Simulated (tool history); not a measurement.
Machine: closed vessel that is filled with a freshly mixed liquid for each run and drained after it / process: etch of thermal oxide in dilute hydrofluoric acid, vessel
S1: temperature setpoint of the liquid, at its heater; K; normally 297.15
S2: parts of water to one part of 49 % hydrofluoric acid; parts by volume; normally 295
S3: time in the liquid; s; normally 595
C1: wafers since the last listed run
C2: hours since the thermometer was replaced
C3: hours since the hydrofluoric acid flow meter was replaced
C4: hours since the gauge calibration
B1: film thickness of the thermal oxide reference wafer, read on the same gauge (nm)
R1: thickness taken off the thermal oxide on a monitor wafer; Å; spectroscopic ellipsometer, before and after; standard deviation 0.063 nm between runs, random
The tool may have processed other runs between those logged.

Run 1, day 0: usual settings but S1 295.15 K, S2 405 parts by volume; C1 0; C2 1219.8; C3 1642; C4 1863.3; B1 40.01. Result: R1 43.2 Å.
At day 1.358: thermometer replaced.
Run 2, day 3.121: usual settings but S1 295.15 K, S2 405 parts by volume; C1 5315; C2 42.3; C3 1716.9; C4 1938.2; B1 40.01. Result: R1 43.1 Å.
Run 3, day 7.462: usual settings; C1 7494; C2 146.5; C3 1821.1; C4 2042.4; B1 40.01. Result: R1 71.7 Å.
Run 4, day 11.321: usual settings; C1 6660; C2 239.1; C3 1913.7; C4 2135; B1 40.03. Result: R1 70.2 Å.
Run 5, day 15.171: usual settings; C1 6645; C2 331.5; C3 2006.1; C4 2227.4; B1 39.98. Result: R1 70.3 Å.
Run 6, day 17.462: usual settings; C1 3955; C2 386.5; C3 2061.1; C4 2282.4; B1 40. Result: R1 70.1 Å.
Run 7, day 21.9: usual settings; C1 7660; C2 493; C3 2167.6; C4 2388.9; B1 39.96. Result: R1 72.1 Å.
Run 8, day 24.508: usual settings; C1 4502; C2 555.6; C3 2230.2; C4 2451.5; B1 39.99. Result: R1 70.4 Å.
Run 9, day 27.6: usual settings but S3 685 s; C1 5336; C2 629.8; C3 2304.4; C4 2525.7; B1 40.01. Result: R1 82.1 Å.
Run 10, day 30.921: usual settings but S3 685 s; C1 5732; C2 709.5; C3 2384.1; C4 2605.4; B1 39.99. Result: R1 81.2 Å.
Run 11, day 33.738: usual settings; C1 4862; C2 777.1; C3 2451.7; C4 2673; B1 40.03. Result: R1 70.7 Å.
Run 12, day 37.921: usual settings; C1 7221; C2 877.5; C3 2552.1; C4 2773.4; B1 39.99. Result: R1 70.4 Å.
At day 41.425: hydrofluoric acid flow meter replaced.
Run 13, day 42.362: usual settings but S2 225 parts by volume; C1 7595; C2 984.1; C3 22.5; C4 2880; B1 40.01. Result: R1 99.6 Å.
Run 14, day 46.404: usual settings; C1 6976; C2 1081.1; C3 119.5; C4 2977; B1 39.97. Result: R1 70.7 Å.
At day 46.638: gauge calibrated.
Run 15, day 48.667: usual settings but S3 450 s; C1 3905; C2 1135.4; C3 173.8; C4 48.7; B1 40.05. Result: R1 53.6 Å.
Run 16, day 51.554: usual settings but S1 292.15 K, S2 445 parts by volume; C1 4984; C2 1204.7; C3 243.1; C4 118; B1 40.02. Result: R1 34.1 Å.
At day 52.679: thermometer replaced.
Run 17, day 55.208: usual settings but S2 345 parts by volume, S3 790 s; C1 6235; C2 60.7; C3 330.8; C4 205.7; B1 39.99. Result: R1 77 Å.
Run 18, day 57.542: usual settings but S1 293.65 K, S3 265 s; C1 4027; C2 116.7; C3 386.8; C4 261.7; B1 39.99. Result: R1 27.7 Å.
Run 19, day 70.533: usual settings; C1 22426; C2 428.5; C3 698.6; C4 573.5; B1 39.98. Result: R1 71.2 Å.
Run 20, day 72.642: usual settings; C1 3639; C2 479.1; C3 749.2; C4 624.1; B1 39.99. Result: R1 71.1 Å.
Run 21, day 75.825: usual settings but S2 375 parts by volume; C1 5495; C2 555.5; C3 825.6; C4 700.5; B1 40.02. Result: R1 51.4 Å.
Run 22, day 79.025: usual settings but S1 292.15 K, S2 420 parts by volume, S3 425 s; C1 5523; C2 632.3; C3 902.4; C4 777.3; B1 40.04. Result: R1 27 Å.
Run 23, day 83.075: usual settings but S1 293.15 K, S2 230 parts by volume, S3 875 s; C1 6991; C2 729.5; C3 999.6; C4 874.5; B1 39.97. Result: R1 121.1 Å.
Run 24, day 86.488: usual settings; C1 5890; C2 811.4; C3 1081.5; C4 956.4; B1 40. Result: R1 70.8 Å.
Run 25, day 90.108: usual settings but S3 685 s; C1 6250; C2 898.3; C3 1168.4; C4 1043.3; B1 40. Result: R1 81.1 Å.
Run 26, day 93.833: usual settings but S2 215 parts by volume, S3 400 s; C1 6430; C2 987.7; C3 1257.8; C4 1132.7; B1 40.01. Result: R1 70.8 Å.
At day 95: thermometer replaced.
Run 27, day 96.783: usual settings; C1 5020; C2 42.8; C3 1328.6; C4 1203.5; B1 39.96. Result: R1 68.9 Å.
Run 28, day 98.654: usual settings but S1 294.65 K, S3 420 s; C1 3229; C2 87.7; C3 1373.5; C4 1248.4; B1 40.01. Result: R1 45.5 Å.
Run 29, day 110.038: usual settings but S1 300.65 K, S3 890 s; C1 19649; C2 360.9; C3 1646.7; C4 1521.6; B1 39.99. Result: R1 121.2 Å.
Run 30, day 113.6: usual settings; C1 6149; C2 446.4; C3 1732.2; C4 1607.1; B1 39.96. Result: R1 69.7 Å.
Run 31, day 116.338: usual settings but S3 270 s; C1 4725; C2 512.1; C3 1797.9; C4 1672.8; B1 40.05. Result: R1 32.1 Å.

Across each entry between runs, compare the hidden state at the last listed run before it with the hidden state at the first listed run after it:
Runs 1 to 2: thermometer replaced (day 1.358)
  both runs share identical hidden conditions
Runs 12 to 13: hydrofluoric acid flow meter replaced (day 41.425)
  both runs share identical hidden conditions
Runs 14 to 15: gauge calibrated (day 46.638)
  both runs share identical hidden conditions
Runs 16 to 17: thermometer replaced (day 52.679)
  both runs share identical hidden conditions
Runs 26 to 27: thermometer replaced (day 95)
  both runs share identical hidden conditions
